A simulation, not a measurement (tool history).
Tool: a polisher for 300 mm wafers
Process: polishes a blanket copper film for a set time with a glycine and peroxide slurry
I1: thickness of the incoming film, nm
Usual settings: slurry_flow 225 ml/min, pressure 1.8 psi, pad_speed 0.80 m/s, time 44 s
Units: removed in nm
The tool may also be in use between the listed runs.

{"run": 1, "day": 0.0, "slurry_flow": 225, "pressure": 1.8, "pad_speed": 0.8, "time": 44, "I1": 899.0, "removed": 135.0}
{"day": 2.792, "done": "head pressure recalibrated"}
{"day": 3.688, "done": "slurry nozzle cleaned"}
{"run": 2, "day": 4.008, "slurry_flow": 225, "pressure": 1.8, "pad_speed": 0.8, "time": 44, "I1": 918.6, "removed": 137.9}
{"run": 3, "day": 5.55, "slurry_flow": 225, "pressure": 1.8, "pad_speed": 0.8, "time": 50, "I1": 903.6, "removed": 157.0}
{"day": 6.892, "done": "worn pad replaced by a new one"}
{"run": 4, "day": 9.3, "slurry_flow": 225, "pressure": 1.8, "pad_speed": 0.8, "time": 50, "I1": 906.7, "removed": 154.9}
{"run": 5, "day": 12.467, "slurry_flow": 225, "pressure": 1.8, "pad_speed": 0.8, "time": 44, "I1": 897.6, "removed": 135.3}
{"day": 18.721, "done": "worn pad replaced by a new one"}
{"day": 18.879, "done": "head pressure recalibrated"}
{"run": 6, "day": 22.308, "slurry_flow": 225, "pressure": 1.8, "pad_speed": 0.8, "time": 44, "I1": 904.4, "removed": 128.0}
{"day": 23.425, "done": "slurry nozzle cleaned"}
{"day": 26.108, "done": "head pressure recalibrated, repeated, since the last time left the tool worse"}
{"run": 7, "day": 26.738, "slurry_flow": 225, "pressure": 1.8, "pad_speed": 0.8, "time": 44, "I1": 906.7, "removed": 140.2}
{"day": 30.788, "done": "worn pad replaced by a new one"}
{"run": 8, "day": 30.85, "slurry_flow": 225, "pressure": 1.8, "pad_speed": 0.8, "time": 44, "I1": 913.0, "removed": 138.0}
{"run": 9, "day": 34.571, "slurry_flow": 225, "pressure": 1.8, "pad_speed": 0.8, "time": 44, "I1": 906.5, "removed": 134.4}
{"run": 10, "day": 36.075, "slurry_flow": 225, "pressure": 2.0, "pad_speed": 0.72, "time": 54, "I1": 907.4, "removed": 168.6}
{"run": 11, "day": 39.821, "slurry_flow": 225, "pressure": 1.8, "pad_speed": 0.96, "time": 44, "I1": 899.0, "removed": 149.8}
{"day": 40.483, "done": "worn pad replaced by a new one"}
{"day": 42.008, "done": "slurry nozzle cleaned"}
{"run": 12, "day": 42.417, "slurry_flow": 225, "pressure": 1.8, "pad_speed": 0.8, "time": 44, "I1": 916.9, "removed": 135.0}
{"day": 42.579, "done": "head pressure recalibrated"}
{"run": 13, "day": 45.912, "slurry_flow": 145, "pressure": 1.3, "pad_speed": 0.96, "time": 39, "I1": 919.5, "removed": 104.6}
{"run": 14, "day": 48.254, "slurry_flow": 225, "pressure": 1.8, "pad_speed": 0.72, "time": 54, "I1": 912.7, "removed": 157.9}
{"day": 50.783, "done": "worn pad replaced by a new one"}
{"run": 15, "day": 52.079, "slurry_flow": 305, "pressure": 1.8, "pad_speed": 0.8, "time": 44, "I1": 914.5, "removed": 140.3}
{"run": 16, "day": 54.0, "slurry_flow": 265, "pressure": 1.8, "pad_speed": 1.04, "time": 44, "I1": 904.9, "removed": 157.7}

Forecast each of these 4 alternatives for the next run:
{"run": "A", "day": 54.017, "slurry_flow": 195, "pressure": 1.8, "pad_speed": 0.8, "time": 44, "I1": 902.7, "removed": "?"}
{"run": "B", "day": 54.017, "slurry_flow": 250, "pressure": 1.5, "pad_speed": 0.8, "time": 31, "I1": 902.7, "removed": "?"}
{"run": "C", "day": 54.017, "slurry_flow": 155, "pressure": 2.4, "pad_speed": 1.06, "time": 35, "I1": 902.7, "removed": "?"}
{"run": "D", "day": 54.017, "slurry_flow": 185, "pressure": 1.8, "pad_speed": 0.8, "time": 35, "I1": 902.7, "removed": "?"}

run=A removed=132.6
run=B removed=87.5
run=C removed=143.0
run=D removed=104.6
Without the tool's hidden state the same runs would have given:
run=A removed=137.7
run=B removed=90.7
run=C removed=149.2
run=D removed=108.6
